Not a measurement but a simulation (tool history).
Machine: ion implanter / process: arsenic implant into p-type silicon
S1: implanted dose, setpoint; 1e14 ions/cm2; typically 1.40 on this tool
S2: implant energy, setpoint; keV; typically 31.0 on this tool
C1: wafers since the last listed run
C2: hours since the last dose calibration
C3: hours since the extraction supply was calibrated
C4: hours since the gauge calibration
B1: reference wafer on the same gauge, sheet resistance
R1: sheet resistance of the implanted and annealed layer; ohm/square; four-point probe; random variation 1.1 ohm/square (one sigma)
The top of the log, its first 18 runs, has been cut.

run	hour	S1	S2	C1	C2	C3	C4	B1	R1
19	214.0	1.03	31.0	286	1764.8	5590.0	631.4	496.79	659.96
# hour 228.8: Faraday cup replaced and dose calibrated
20	229.3	1.58	34.5	210	0.5	5605.3	646.7	497.12	464.76
# hour 242.3: extraction supply calibrated
21	242.8	1.16	41.5	158	14.0	0.5	660.2	496.83	556.66
22	253.3	1.40	40.5	303	24.5	11.0	670.7	497.27	492.99
23	259.8	1.40	31.0	187	31.0	17.5	677.2	497.04	517.05
# hour 271.9: gauge calibrated
24	273.1	1.22	24.5	384	44.3	30.8	1.2	496.79	592.34
25	281.0	1.12	23.5	228	52.2	38.7	9.1	497.33	634.00
26	290.2	1.82	27.5	265	61.4	47.9	18.3	496.57	437.69
27	300.6	1.22	24.5	300	71.8	58.3	28.7	496.84	594.27
28	316.0	1.40	31.0	445	87.2	73.7	44.1	497.50	517.81
29	331.2	1.40	36.5	439	102.4	88.9	59.3	496.89	503.14
30	356.4	1.53	27.0	728	127.6	114.1	84.5	496.79	496.83
31	372.8	0.98	27.0	473	144.0	130.5	100.9	496.73	677.29
32	392.2	1.40	31.0	560	163.4	149.9	120.3	496.91	518.31
33	407.1	1.22	20.0	430	178.3	164.8	135.2	496.99	612.26
34	417.0	1.04	26.0	286	188.2	174.7	145.1	496.96	657.41
35	426.7	1.23	31.0	280	197.9	184.4	154.8	496.97	564.85
36	462.7	1.04	37.5	1040	233.9	220.4	190.8	496.76	615.39
37	473.3	1.24	31.0	306	244.5	231.0	201.4	497.20	563.33
38	481.2	1.69	31.0	228	252.4	238.9	209.3	497.08	452.09

What if the next run were any one of these 3? Each begins from the tool's condition after run 38:
A	481.6	1.40	39.0	11	252.8	239.3	209.7	?	?
B	481.6	1.67	39.0	11	252.8	239.3	209.7	?	?
C	481.6	1.23	21.5	11	252.8	239.3	209.7	?	?

run	B1	R1
A	496.73	496.43
B	496.73	439.28
C	496.73	603.06
Without the tool's hidden state the same runs would have given:
run	R1
A	494.13
B	437.20
C	600.19
